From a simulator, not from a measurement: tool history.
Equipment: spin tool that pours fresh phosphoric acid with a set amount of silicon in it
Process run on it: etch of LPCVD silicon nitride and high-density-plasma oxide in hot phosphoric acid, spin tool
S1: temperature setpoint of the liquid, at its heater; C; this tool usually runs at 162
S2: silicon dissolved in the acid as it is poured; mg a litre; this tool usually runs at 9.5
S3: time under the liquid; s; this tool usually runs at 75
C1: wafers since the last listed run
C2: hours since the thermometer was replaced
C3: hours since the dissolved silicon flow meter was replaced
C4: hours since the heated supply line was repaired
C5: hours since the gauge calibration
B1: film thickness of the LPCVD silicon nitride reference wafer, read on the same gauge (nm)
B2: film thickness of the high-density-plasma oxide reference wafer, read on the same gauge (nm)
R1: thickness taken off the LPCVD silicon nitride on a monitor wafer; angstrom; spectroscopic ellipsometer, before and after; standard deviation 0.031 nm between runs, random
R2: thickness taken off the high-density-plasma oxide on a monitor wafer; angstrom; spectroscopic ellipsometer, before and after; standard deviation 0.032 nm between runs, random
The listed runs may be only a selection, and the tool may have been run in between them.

run	day	S1	S2	S3	C1	C2	C3	C4	C5	B1	B2	R1	R2
1	0	162	9.5	75	0	142.7	1071.6	104.6	57.6	129.99	30.02	61.2	4.45
2	1.346	161	9.5	75	480	175	1103.9	136.9	89.9	129.99	29.988	59.9	4.51
3	2.671	159.5	9.5	115	472	206.8	1135.7	168.7	121.7	130	30.012	85.8	5.28
4	3.225	162	9.5	75	197	220.1	1149	182	135	130	30.026	60.9	4.12
5	3.738	159	9.5	110	182	232.4	1161.3	194.3	147.3	130.02	30.003	80.6	4.68
6	4.646	164.5	9.5	75	324	254.2	1183.1	216.1	169.1	129.97	29.975	66.3	5.21
7	5.496	162	3.5	75	303	274.6	1203.5	236.5	189.5	129.98	29.998	60.7	4.87
# day 6.012: dissolved silicon flow meter replaced
8	6.7	164.5	11.5	55	414	303.5	16.5	265.4	218.4	130.01	30.007	48.5	3.33
9	7.262	162	9.5	75	200	317	30	278.9	231.9	130.01	29.997	60.4	3.74
10	8.221	162	15	75	341	340	53	301.9	254.9	129.98	30.005	60.4	3.17
11	9.429	161	4	75	431	369	82	330.9	283.9	129.99	29.98	58.7	4.64
12	10.15	163.5	6.5	55	257	386.3	99.3	348.2	301.2	129.98	30.001	46.5	3.67
13	11.404	160.5	2.5	115	447	416.4	129.4	378.3	331.3	129.98	30.014	88.4	6.33
14	12.879	162	4	45	526	451.8	164.8	413.7	366.7	129.99	29.973	36.4	2.52
15	13.5	162	9.5	75	221	466.7	179.7	428.6	381.6	129.99	29.998	60.3	4.09
16	14.608	164.5	4.5	120	395	493.3	206.3	455.2	408.2	130.03	30.015	105	9.08
17	15.975	160.5	14.5	45	487	526.1	239.1	488	441	129.98	29.983	34.2	1.65
18	16.533	159	6.5	75	199	539.5	252.5	501.4	454.4	129.98	29.996	54.6	3.3
19	17.175	162	9.5	75	228	554.9	267.9	516.8	469.8	129.97	30.002	59.8	3.75
20	17.896	164	13.5	45	257	572.2	285.2	534.1	487.1	129.99	30.016	38.4	2.64
21	19.225	164.5	12	40	474	604.1	317.1	566	519	130.03	29.996	34.4	2.49
22	20.492	164	16.5	90	451	634.5	347.5	596.4	549.4	130	29.999	76	4.28

Consider 3 possible next runs. They are alternatives, not a sequence: every one starts from the tool as it was left by run 22. What does each give?
A	20.508	162	9.5	75	5	634.9	347.9	596.8	549.8	?	?	?	?
B	20.508	159.5	9.5	75	5	634.9	347.9	596.8	549.8	?	?	?	?
C	20.508	164	4.5	55	5	634.9	347.9	596.8	549.8	?	?	?	?

run	B1	B2	R1	R2
A	130.01	30.011	59.3	3.16
B	130.01	30.011	54.6	2.63
C	130.01	30.011	46.5	2.98
The same runs, with their run-to-run variation unchanged, on a tool lacking any hidden condition would have given:
run	R1	R2
A	61.6	3.43
B	56.6	2.85
C	48.2	3.23

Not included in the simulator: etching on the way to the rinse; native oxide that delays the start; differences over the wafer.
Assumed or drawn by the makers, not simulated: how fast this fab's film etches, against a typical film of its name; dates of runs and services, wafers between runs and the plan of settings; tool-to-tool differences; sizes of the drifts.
